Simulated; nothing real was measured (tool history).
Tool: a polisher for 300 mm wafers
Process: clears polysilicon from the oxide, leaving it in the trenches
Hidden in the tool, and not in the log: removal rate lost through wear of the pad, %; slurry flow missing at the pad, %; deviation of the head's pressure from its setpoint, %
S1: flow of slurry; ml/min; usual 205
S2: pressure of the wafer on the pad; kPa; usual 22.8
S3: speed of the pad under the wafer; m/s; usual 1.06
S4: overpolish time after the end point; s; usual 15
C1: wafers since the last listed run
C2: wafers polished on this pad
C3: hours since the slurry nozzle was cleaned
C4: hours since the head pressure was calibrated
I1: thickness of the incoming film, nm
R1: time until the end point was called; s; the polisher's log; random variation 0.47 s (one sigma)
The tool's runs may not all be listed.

{"run": 1, "hour": 0.0, "S1": 205, "S2": 22.8, "S3": 1.06, "S4": 15, "C1": 0, "C2": 4048, "C3": 302.2, "C4": 755.8, "I1": 740.7, "R1": 44.7}
{"run": 2, "hour": 76.8, "S1": 205, "S2": 22.8, "S3": 1.06, "S4": 15, "C1": 644, "C2": 4692, "C3": 379.0, "C4": 832.6, "I1": 734.3, "R1": 43.4}
{"run": 3, "hour": 148.8, "S1": 205, "S2": 22.8, "S3": 0.92, "S4": 15, "C1": 604, "C2": 5297, "C3": 451.0, "C4": 904.6, "I1": 738.7, "R1": 50.3}
{"hour": 173.2, "done": "head pressure recalibrated"}
{"run": 4, "hour": 247.2, "S1": 205, "S2": 22.8, "S3": 0.92, "S4": 15, "C1": 809, "C2": 6106, "C3": 549.4, "C4": 74.0, "I1": 733.7, "R1": 51.8}
{"hour": 309.2, "done": "worn pad replaced by a new one"}
{"run": 5, "hour": 323.9, "S1": 205, "S2": 22.8, "S3": 0.92, "S4": 15, "C1": 610, "C2": 123, "C3": 626.1, "C4": 150.7, "I1": 716.5, "R1": 43.9}
{"hour": 340.7, "done": "slurry nozzle cleaned"}
{"run": 6, "hour": 369.5, "S1": 205, "S2": 22.8, "S3": 1.06, "S4": 15, "C1": 374, "C2": 497, "C3": 28.8, "C4": 196.3, "I1": 733.1, "R1": 38.2}
{"run": 7, "hour": 461.3, "S1": 205, "S2": 22.8, "S3": 1.06, "S4": 15, "C1": 770, "C2": 1268, "C3": 120.6, "C4": 288.1, "I1": 730.0, "R1": 40.5}
{"run": 8, "hour": 518.3, "S1": 205, "S2": 22.8, "S3": 1.06, "S4": 15, "C1": 478, "C2": 1746, "C3": 177.6, "C4": 345.1, "I1": 742.0, "R1": 40.9}
{"run": 9, "hour": 563.1, "S1": 205, "S2": 22.8, "S3": 1.06, "S4": 15, "C1": 376, "C2": 2122, "C3": 222.4, "C4": 389.9, "I1": 738.1, "R1": 40.5}
{"run": 10, "hour": 632.7, "S1": 205, "S2": 22.8, "S3": 1.06, "S4": 15, "C1": 584, "C2": 2707, "C3": 292.0, "C4": 459.5, "I1": 730.7, "R1": 41.9}
{"run": 11, "hour": 718.6, "S1": 205, "S2": 22.8, "S3": 1.06, "S4": 15, "C1": 721, "C2": 3428, "C3": 377.9, "C4": 545.4, "I1": 743.3, "R1": 42.7}
{"run": 12, "hour": 786.3, "S1": 205, "S2": 25.5, "S3": 1.06, "S4": 15, "C1": 568, "C2": 3996, "C3": 445.6, "C4": 613.1, "I1": 723.3, "R1": 37.3}
{"run": 13, "hour": 833.1, "S1": 180, "S2": 16.5, "S3": 0.9, "S4": 7, "C1": 392, "C2": 4389, "C3": 492.4, "C4": 659.9, "I1": 729.7, "R1": 69.1}
{"run": 14, "hour": 877.0, "S1": 205, "S2": 22.8, "S3": 1.06, "S4": 15, "C1": 368, "C2": 4757, "C3": 536.3, "C4": 703.8, "I1": 729.5, "R1": 43.0}
{"hour": 971.1, "done": "worn pad replaced by a new one"}
{"hour": 1041.8, "done": "slurry nozzle cleaned"}
{"run": 15, "hour": 1061.9, "S1": 205, "S2": 22.8, "S3": 1.06, "S4": 15, "C1": 1510, "C2": 754, "C3": 20.1, "C4": 888.7, "I1": 729.9, "R1": 39.8}
{"hour": 1125.4, "done": "head pressure recalibrated"}
{"run": 16, "hour": 1125.9, "S1": 245, "S2": 29.6, "S3": 1.06, "S4": 10, "C1": 520, "C2": 1274, "C3": 84.1, "C4": 0.5, "I1": 718.5, "R1": 30.2}
{"run": 17, "hour": 1215.6, "S1": 205, "S2": 22.8, "S3": 1.06, "S4": 15, "C1": 752, "C2": 2027, "C3": 173.8, "C4": 90.2, "I1": 732.5, "R1": 41.3}
{"run": 18, "hour": 1253.8, "S1": 240, "S2": 22.8, "S3": 1.06, "S4": 8, "C1": 320, "C2": 2348, "C3": 212.0, "C4": 128.4, "I1": 732.0, "R1": 40.6}
{"run": 19, "hour": 1319.6, "S1": 235, "S2": 27.6, "S3": 1.06, "S4": 11, "C1": 552, "C2": 2900, "C3": 277.8, "C4": 194.2, "I1": 728.6, "R1": 33.2}
{"run": 20, "hour": 1419.8, "S1": 205, "S2": 22.8, "S3": 1.06, "S4": 15, "C1": 841, "C2": 3741, "C3": 378.0, "C4": 294.4, "I1": 728.5, "R1": 42.0}
{"run": 21, "hour": 1510.9, "S1": 205, "S2": 27.6, "S3": 1.06, "S4": 15, "C1": 764, "C2": 4506, "C3": 469.1, "C4": 385.5, "I1": 718.4, "R1": 33.5}
{"run": 22, "hour": 1588.9, "S1": 175, "S2": 22.8, "S3": 1.2, "S4": 15, "C1": 654, "C2": 5161, "C3": 547.1, "C4": 463.5, "I1": 733.6, "R1": 39.0}
{"run": 23, "hour": 1649.7, "S1": 205, "S2": 19.3, "S3": 1.28, "S4": 19, "C1": 510, "C2": 5671, "C3": 607.9, "C4": 524.3, "I1": 728.6, "R1": 42.5}
{"run": 24, "hour": 1687.7, "S1": 205, "S2": 22.8, "S3": 1.06, "S4": 15, "C1": 318, "C2": 5990, "C3": 645.9, "C4": 562.3, "I1": 727.0, "R1": 43.5}
{"hour": 1698.4, "done": "slurry nozzle cleaned"}
{"hour": 1698.7, "done": "worn pad replaced by a new one"}
{"run": 25, "hour": 1769.7, "S1": 135, "S2": 15.2, "S3": 1.32, "S4": 24, "C1": 677, "C2": 596, "C3": 71.3, "C4": 644.3, "I1": 741.6, "R1": 50.4}
{"run": 26, "hour": 1854.6, "S1": 245, "S2": 17.2, "S3": 0.74, "S4": 15, "C1": 712, "C2": 1309, "C3": 156.2, "C4": 729.2, "I1": 743.5, "R1": 73.2}
{"hour": 1936.9, "done": "head pressure recalibrated"}
{"run": 27, "hour": 1954.2, "S1": 205, "S2": 22.8, "S3": 1.06, "S4": 15, "C1": 819, "C2": 2128, "C3": 255.8, "C4": 17.3, "I1": 726.8, "R1": 41.4}
{"run": 28, "hour": 2017.3, "S1": 205, "S2": 29.6, "S3": 1.06, "S4": 22, "C1": 529, "C2": 2658, "C3": 318.9, "C4": 80.4, "I1": 730.2, "R1": 32.1}
{"run": 29, "hour": 2109.5, "S1": 240, "S2": 17.2, "S3": 1.06, "S4": 15, "C1": 773, "C2": 3432, "C3": 411.1, "C4": 172.6, "I1": 720.7, "R1": 52.9}
{"run": 30, "hour": 2322.1, "S1": 170, "S2": 31.0, "S3": 1.16, "S4": 8, "C1": 1784, "C2": 5216, "C3": 623.7, "C4": 385.2, "I1": 720.0, "R1": 28.5}
{"run": 31, "hour": 2404.3, "S1": 155, "S2": 22.8, "S3": 1.06, "S4": 15, "C1": 690, "C2": 5906, "C3": 705.9, "C4": 467.4, "I1": 735.8, "R1": 44.6}
{"hour": 2440.7, "done": "worn pad replaced by a new one"}
{"hour": 2480.7, "done": "slurry nozzle cleaned"}
{"run": 32, "hour": 2510.7, "S1": 180, "S2": 28.3, "S3": 0.8, "S4": 20, "C1": 851, "C2": 579, "C3": 30.0, "C4": 573.8, "I1": 728.8, "R1": 42.5}
{"run": 33, "hour": 2569.3, "S1": 205, "S2": 22.8, "S3": 1.06, "S4": 15, "C1": 491, "C2": 1071, "C3": 88.6, "C4": 632.4, "I1": 742.1, "R1": 41.4}
{"run": 34, "hour": 2624.7, "S1": 205, "S2": 29.6, "S3": 1.38, "S4": 23, "C1": 465, "C2": 1536, "C3": 144.0, "C4": 687.8, "I1": 734.2, "R1": 24.6}
{"run": 35, "hour": 2665.2, "S1": 205, "S2": 22.8, "S3": 0.82, "S4": 8, "C1": 339, "C2": 1876, "C3": 184.5, "C4": 728.3, "I1": 733.6, "R1": 53.7}

What the log doesn't show, run by run:
slurry flow missing at the pad, %: 0 in every run
deviation of the head's pressure from its setpoint, %: 0 in every run
H1: removal rate lost through wear of the pad, %
run=1 H1=14.4
run=2 H1=14.9
run=3 H1=15.2
run=4 H1=15.5
run=5 H1=1.63
run=6 H1=3.68
run=7 H1=6.79
run=8 H1=8.21
run=9 H1=9.11
run=10 H1=10.2
run=11 H1=11.2
run=12 H1=11.8
run=13 H1=12.1
run=14 H1=12.3
run=15 H1=4.85
run=16 H1=6.87
run=17 H1=8.93
run=18 H1=9.6
run=19 H1=10.5
run=20 H1=11.5
run=21 H1=12.2
run=22 H1=12.5
run=23 H1=12.8
run=24 H1=12.9
run=25 H1=3.67
run=26 H1=6.46
run=27 H1=8.7
run=28 H1=9.71
run=29 H1=10.8
run=30 H1=12.1
run=31 H1=12.4
run=32 H1=5.8
run=33 H1=7.84
run=34 H1=9.36
run=35 H1=10.3

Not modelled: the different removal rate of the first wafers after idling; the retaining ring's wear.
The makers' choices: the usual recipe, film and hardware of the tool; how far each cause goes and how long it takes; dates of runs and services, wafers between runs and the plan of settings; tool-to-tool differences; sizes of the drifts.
